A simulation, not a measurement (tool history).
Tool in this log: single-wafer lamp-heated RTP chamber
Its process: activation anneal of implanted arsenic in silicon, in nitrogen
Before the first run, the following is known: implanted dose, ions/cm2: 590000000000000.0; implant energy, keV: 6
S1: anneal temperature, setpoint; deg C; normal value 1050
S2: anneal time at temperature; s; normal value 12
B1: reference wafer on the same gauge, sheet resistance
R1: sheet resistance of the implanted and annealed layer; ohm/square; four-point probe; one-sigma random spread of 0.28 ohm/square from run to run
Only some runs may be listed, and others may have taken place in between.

| run | hour | S1 | S2 | B1 | R1 |
|---|---|---|---|---|---|
| 1 | 0.0 | 1056 | 12 | 220.10 | 178.99 |
| 2 | 13.6 | 1056 | 12 | 219.91 | 178.56 |
| 3 | 21.6 | 1056 | 12 | 219.98 | 178.79 |
| 4 | 36.7 | 1050 | 12 | 219.90 | 180.38 |
| 5 | 51.8 | 1069 | 16 | 220.13 | 168.82 |
| 6 | 62.9 | 1069 | 16 | 220.04 | 168.82 |
| 7 | 73.7 | 1069 | 16 | 219.99 | 168.91 |
| 8 | 81.2 | 1050 | 12 | 220.05 | 179.91 |
| 9 | 88.8 | 1050 | 12 | 219.99 | 179.49 |
| 10 | 106.1 | 1050 | 12 | 219.95 | 179.38 |
| 11 | 120.1 | 1050 | 6 | 220.07 | 191.29 |
|  | 151.0 | pyrometer window cleaned and pyrometer calibrated |
|  | 157.0 | gauge calibrated |
| 12 | 166.6 | 1050 | 15 | 220.15 | 176.93 |
| 13 | 173.7 | 1050 | 15 | 219.91 | 176.78 |
| 14 | 182.5 | 1026 | 12 | 219.96 | 190.33 |
| 15 | 194.2 | 1058 | 5 | 220.09 | 194.05 |
| 16 | 207.4 | 1039 | 5 | 220.05 | 202.12 |
| 17 | 223.7 | 1050 | 12 | 220.02 | 180.73 |
| 18 | 232.0 | 1026 | 18 | 219.95 | 182.51 |
|  | 242.2 | reflector plate cleaned |
| 19 | 247.8 | 1021 | 12 | 220.05 | 197.11 |
| 20 | 259.1 | 1068 | 12 | 220.01 | 176.78 |
| 21 | 270.4 | 1027 | 15 | 220.05 | 189.50 |
| 22 | 280.1 | 1040 | 19 | 220.06 | 179.49 |
| 23 | 294.0 | 1050 | 16 | 220.02 | 178.71 |
| 24 | 305.7 | 1050 | 12 | 220.06 | 183.02 |
| 25 | 318.7 | 1056 | 12 | 220.13 | 180.04 |
| 26 | 330.7 | 1050 | 7 | 219.87 | 192.64 |
| 27 | 339.1 | 1077 | 19 | 220.04 | 165.52 |

Consider 4 possible next runs. They are alternatives, not a sequence: every one starts from the tool as it was left by run 27. What does each give?
| A | 339.5 | 1030 | 12 | ? | ? |
| B | 339.5 | 1040 | 8 | ? | ? |
| C | 339.5 | 1050 | 14 | ? | ? |
| D | 339.5 | 1080 | 19 | ? | ? |

| run | B1 | R1 |
|---|---|---|
| A | 219.80 | 190.13 |
| B | 219.80 | 193.71 |
| C | 219.80 | 179.03 |
| D | 219.80 | 164.10 |
With no hidden state in the tool, these same runs would have given:
| run | R1 |
|---|---|
| A | 194.16 |
| B | 197.80 |
| C | 182.51 |
| D | 166.81 |
